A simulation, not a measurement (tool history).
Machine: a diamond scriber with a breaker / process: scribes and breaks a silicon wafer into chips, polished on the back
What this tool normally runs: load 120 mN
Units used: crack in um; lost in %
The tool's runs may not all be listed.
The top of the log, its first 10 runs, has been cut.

| run | hour | load | wafers since the last listed run | hours since the diamond tip was replaced | hours since the load on the tip was calibrated | incoming depth of the damage left on the back of the incoming wafer, um | crack | lost |
|---|---|---|---|---|---|---|---|---|
| 11 | 293.2 | 120 | 85 | 684.4 | 1189.6 | 0.02 | 10.08 | 9.24 |
| 12 | 318.6 | 120 | 77 | 709.8 | 1215.0 | 0.03 | 9.90 | 9.33 |
| 13 | 352.4 | 120 | 103 | 743.6 | 1248.8 | 0.02 | 10.06 | 10.16 |
| 14 | 369.7 | 120 | 52 | 760.9 | 1266.1 | 0.03 | 10.14 | 10.54 |
| 15 | 393.8 | 120 | 73 | 785.0 | 1290.2 | 0.01 | 9.74 | 9.95 |
| 16 | 418.7 | 120 | 76 | 809.9 | 1315.1 | 0.04 | 9.80 | 11.16 |
| 17 | 431.9 | 120 | 40 | 823.1 | 1328.3 | 0.02 | 9.56 | 12.20 |
| 18 | 460.6 | 120 | 87 | 851.8 | 1357.0 | 0.05 | 9.85 | 11.66 |
| 19 | 477.0 | 97 | 50 | 868.2 | 1373.4 | 0.01 | 7.48 | 28.45 |
|  | 491.8 | diamond tip replaced by a new one |
| 20 | 492.3 | 93 | 40 | 0.5 | 1388.7 | 0.05 | 8.29 | 21.87 |
| 21 | 520.1 | 145 | 85 | 28.3 | 1416.5 | 0.02 | 13.20 | 1.55 |
| 22 | 546.7 | 130 | 81 | 54.9 | 1443.1 | 0.05 | 11.87 | 2.73 |
| 23 | 575.6 | 108 | 88 | 83.8 | 1472.0 | 0.01 | 9.51 | 10.05 |
| 24 | 592.1 | 139 | 50 | 100.3 | 1488.5 | 0.04 | 12.76 | 1.68 |
| 25 | 625.1 | 120 | 100 | 133.3 | 1521.5 | 0.04 | 11.00 | 5.39 |
| 26 | 658.0 | 141 | 100 | 166.2 | 1554.4 | 0.02 | 12.73 | 1.67 |
| 27 | 690.5 | 86 | 99 | 198.7 | 1586.9 | 0.02 | 7.44 | 29.45 |
|  | 773.0 | load on the tip recalibrated |
| 28 | 792.8 | 96 | 306 | 301.0 | 19.8 | 0.02 | 10.46 | 8.26 |
| 29 | 827.6 | 120 | 106 | 335.8 | 54.6 | 0.03 | 12.86 | 1.55 |
| 30 | 841.2 | 149 | 41 | 349.4 | 68.2 | 0.02 | 15.65 | 5.07 |
| 31 | 913.6 | 103 | 221 | 421.8 | 140.6 | 0.02 | 10.66 | 6.34 |
| 32 | 932.2 | 137 | 56 | 440.4 | 159.2 | 0.04 | 14.27 | 2.11 |
| 33 | 966.0 | 107 | 103 | 474.2 | 193.0 | 0.04 | 10.99 | 5.41 |
| 34 | 991.1 | 133 | 76 | 499.3 | 218.1 | 0.03 | 13.14 | 1.60 |

For run 35, what comes out?
| 35 | 1021.1 | 120 | 91 | 529.3 | 248.1 | 0.02 | ? | ? |

Run 35 came out at crack 11.97 um, lost 2.29 %.
Minus the tool's unlogged condition, the same run would have read crack 13.09 um, lost 1.44 %.

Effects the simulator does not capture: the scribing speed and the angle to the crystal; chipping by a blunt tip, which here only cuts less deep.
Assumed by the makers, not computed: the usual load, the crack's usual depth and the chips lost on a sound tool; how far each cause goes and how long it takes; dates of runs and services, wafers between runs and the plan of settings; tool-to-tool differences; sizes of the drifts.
